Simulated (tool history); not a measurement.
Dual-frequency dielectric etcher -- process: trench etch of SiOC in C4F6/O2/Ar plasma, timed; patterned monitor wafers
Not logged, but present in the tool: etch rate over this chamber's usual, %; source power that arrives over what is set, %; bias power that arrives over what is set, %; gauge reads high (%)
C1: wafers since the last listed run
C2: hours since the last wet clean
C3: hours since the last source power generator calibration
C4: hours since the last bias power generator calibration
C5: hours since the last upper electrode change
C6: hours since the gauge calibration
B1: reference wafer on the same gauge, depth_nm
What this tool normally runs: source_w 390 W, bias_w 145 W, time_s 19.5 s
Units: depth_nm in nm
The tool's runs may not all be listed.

run 1 hour=0.0 | source_w=340 bias_w=145 time_s=19.5 | C1=0 C2=171.3 C3=2545.6 C4=2096.7 C5=4621.4 C6=299.1 | B1=35.46 | depth_nm=36.93
run 2 hour=32.0 | source_w=390 bias_w=145 time_s=19.5 | C1=545 C2=203.3 C3=2577.6 C4=2128.7 C5=4653.4 C6=331.1 | B1=35.51 | depth_nm=38.29
run 3 hour=62.9 | source_w=390 bias_w=145 time_s=19.5 | C1=526 C2=234.2 C3=2608.5 C4=2159.6 C5=4684.3 C6=362.0 | B1=35.47 | depth_nm=38.56
run 4 hour=96.5 | source_w=390 bias_w=145 time_s=19.5 | C1=572 C2=267.8 C3=2642.1 C4=2193.2 C5=4717.9 C6=395.6 | B1=35.44 | depth_nm=38.46
run 5 hour=129.6 | source_w=390 bias_w=134 time_s=23.5 | C1=564 C2=300.9 C3=2675.2 C4=2226.3 C5=4751.0 C6=428.7 | B1=35.55 | depth_nm=45.50
run 6 hour=156.5 | source_w=390 bias_w=134 time_s=23.5 | C1=458 C2=327.8 C3=2702.1 C4=2253.2 C5=4777.9 C6=455.6 | B1=35.54 | depth_nm=45.50
run 7 hour=181.0 | source_w=390 bias_w=145 time_s=19.5 | C1=417 C2=352.3 C3=2726.6 C4=2277.7 C5=4802.4 C6=480.1 | B1=35.51 | depth_nm=38.45
run 8 hour=201.5 | source_w=390 bias_w=145 time_s=19.5 | C1=349 C2=372.8 C3=2747.1 C4=2298.2 C5=4822.9 C6=500.6 | B1=35.56 | depth_nm=38.83
run 9 hour=237.2 | source_w=390 bias_w=145 time_s=21.5 | C1=608 C2=408.5 C3=2782.8 C4=2333.9 C5=4858.6 C6=536.3 | B1=35.49 | depth_nm=42.70
run 10 hour=253.3 | source_w=390 bias_w=145 time_s=21.5 | C1=274 C2=424.6 C3=2798.9 C4=2350.0 C5=4874.7 C6=552.4 | B1=35.53 | depth_nm=42.81
-- hour=296.6 wet clean of the chamber
run 11 hour=297.1 | source_w=390 bias_w=145 time_s=21.5 | C1=337 C2=0.5 C3=2842.7 C4=2393.8 C5=4918.5 C6=596.2 | B1=35.45 | depth_nm=41.77
run 12 hour=297.4 | source_w=330 bias_w=145 time_s=19.5 | C1=5 C2=0.8 C3=2843.0 C4=2394.1 C5=4918.8 C6=596.5 | B1=35.52 | depth_nm=36.21
run 13 hour=321.2 | source_w=440 bias_w=145 time_s=17.5 | C1=405 C2=24.6 C3=2866.8 C4=2417.9 C5=4942.6 C6=620.3 | B1=35.45 | depth_nm=35.20
-- hour=358.8 upper electrode replaced
run 14 hour=359.3 | source_w=390 bias_w=145 time_s=19.5 | C1=240 C2=62.7 C3=2904.9 C4=2456.0 C5=0.5 C6=658.4 | B1=35.51 | depth_nm=38.21
run 15 hour=359.6 | source_w=390 bias_w=145 time_s=19.5 | C1=5 C2=63.0 C3=2905.2 C4=2456.3 C5=0.8 C6=658.7 | B1=35.52 | depth_nm=38.24
-- hour=374.6 gauge calibrated
run 16 hour=385.8 | source_w=390 bias_w=160 time_s=19.5 | C1=446 C2=89.2 C3=2931.4 C4=2482.5 C5=27.0 C6=11.2 | B1=35.48 | depth_nm=39.31
run 17 hour=412.5 | source_w=440 bias_w=120 time_s=19.5 | C1=455 C2=115.9 C3=2958.1 C4=2509.2 C5=53.7 C6=37.9 | B1=35.58 | depth_nm=37.75
run 18 hour=424.9 | source_w=460 bias_w=109 time_s=16.0 | C1=211 C2=128.3 C3=2970.5 C4=2521.6 C5=66.1 C6=50.3 | B1=35.45 | depth_nm=30.37
run 19 hour=453.5 | source_w=300 bias_w=145 time_s=24.5 | C1=487 C2=156.9 C3=2999.1 C4=2550.2 C5=94.7 C6=78.9 | B1=35.46 | depth_nm=44.64
-- hour=474.2 bias power generator calibrated
-- hour=485.0 source power generator calibrated
run 20 hour=485.5 | source_w=390 bias_w=145 time_s=25.0 | C1=409 C2=188.9 C3=0.5 C4=11.3 C5=126.7 C6=110.9 | B1=35.51 | depth_nm=48.68
run 21 hour=504.5 | source_w=300 bias_w=145 time_s=24.5 | C1=323 C2=207.9 C3=19.5 C4=30.3 C5=145.7 C6=129.9 | B1=35.44 | depth_nm=44.62
run 22 hour=525.3 | source_w=450 bias_w=158 time_s=23.0 | C1=354 C2=228.7 C3=40.3 C4=51.1 C5=166.5 C6=150.7 | B1=35.48 | depth_nm=48.17
run 23 hour=538.2 | source_w=390 bias_w=145 time_s=19.5 | C1=219 C2=241.6 C3=53.2 C4=64.0 C5=179.4 C6=163.6 | B1=35.53 | depth_nm=38.61
run 24 hour=552.0 | source_w=340 bias_w=170 time_s=23.5 | C1=235 C2=255.4 C3=67.0 C4=77.8 C5=193.2 C6=177.4 | B1=35.48 | depth_nm=46.84
run 25 hour=609.7 | source_w=390 bias_w=179 time_s=19.5 | C1=983 C2=313.1 C3=124.7 C4=135.5 C5=250.9 C6=235.1 | B1=35.48 | depth_nm=40.91

Hidden state, per run?
source power that arrives over what is set, %: 0 in every run
bias power that arrives over what is set, %: 0 in every run
gauge reads high (%): 0 in every run
H1: etch rate over this chamber's usual, %
run=1 H1=0.919
run=2 H1=1.06
run=3 H1=1.2
run=4 H1=1.35
run=5 H1=1.5
run=6 H1=1.62
run=7 H1=1.73
run=8 H1=1.83
run=9 H1=1.99
run=10 H1=2.06
run=11 H1=0.0369
run=12 H1=0.0382
run=13 H1=0.145
run=14 H1=0.317
run=15 H1=0.318
run=16 H1=0.436
run=17 H1=0.556
run=18 H1=0.612
run=19 H1=0.741
run=20 H1=0.885
run=21 H1=0.97
run=22 H1=1.06
run=23 H1=1.12
run=24 H1=1.18
run=25 H1=1.44
